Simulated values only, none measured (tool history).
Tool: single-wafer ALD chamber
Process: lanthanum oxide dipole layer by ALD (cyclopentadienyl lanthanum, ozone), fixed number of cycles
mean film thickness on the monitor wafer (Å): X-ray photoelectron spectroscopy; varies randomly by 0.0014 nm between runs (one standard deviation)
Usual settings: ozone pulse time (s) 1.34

run,hour,ozone pulse time (s),"read-back reference wafer on the same gauge, thickness_nm",mean film thickness on the monitor wafer (Å)
1,0,1.34,0.626,5.45
2,63.7,1.34,0.626,5.46
3,290.8,1.34,0.627,5.43
4,337.3,1.34,0.626,5.43
5,377.3,1.34,0.626,5.43
6,451.2,1.34,0.627,5.4
7,532.5,1.22,0.626,5.29
# hour 589.4: ozone generator serviced
8,591.8,1.68,0.626,5.79
# hour 601.9: thermocouple changed; heater temperature recalibrated
9,679.2,0.81,0.626,4.88
# hour 685.1: gauge calibrated
10,770.8,1.11,0.625,5.34
# hour 788.8: showerhead replaced
11,870.5,1.61,0.626,5.76
12,930.9,1.18,0.626,5.42
13,1008.5,0.87,0.627,4.95
14,1097.1,1.34,0.626,5.56
15,1183.5,1.34,0.626,5.55
16,1245.5,1.13,0.625,5.32
17,1313,1.14,0.627,5.33

4 options for the next run, each taken on its own from the tool as it stands now. Forecast them:
A,1313.4,1.34,?,?
B,1313.4,0.97,?,?
C,1313.4,1.81,?,?
D,1313.4,1.01,?,?

run,"read-back reference wafer on the same gauge, thickness_nm",mean film thickness on the monitor wafer (Å)
A,0.626,5.52
B,0.626,5.08
C,0.626,5.79
D,0.626,5.14
With the hidden condition removed and each run's random variation left untouched, the same runs would have given:
run,mean film thickness on the monitor wafer (Å)
A,5.58
B,5.17
C,5.83
D,5.23

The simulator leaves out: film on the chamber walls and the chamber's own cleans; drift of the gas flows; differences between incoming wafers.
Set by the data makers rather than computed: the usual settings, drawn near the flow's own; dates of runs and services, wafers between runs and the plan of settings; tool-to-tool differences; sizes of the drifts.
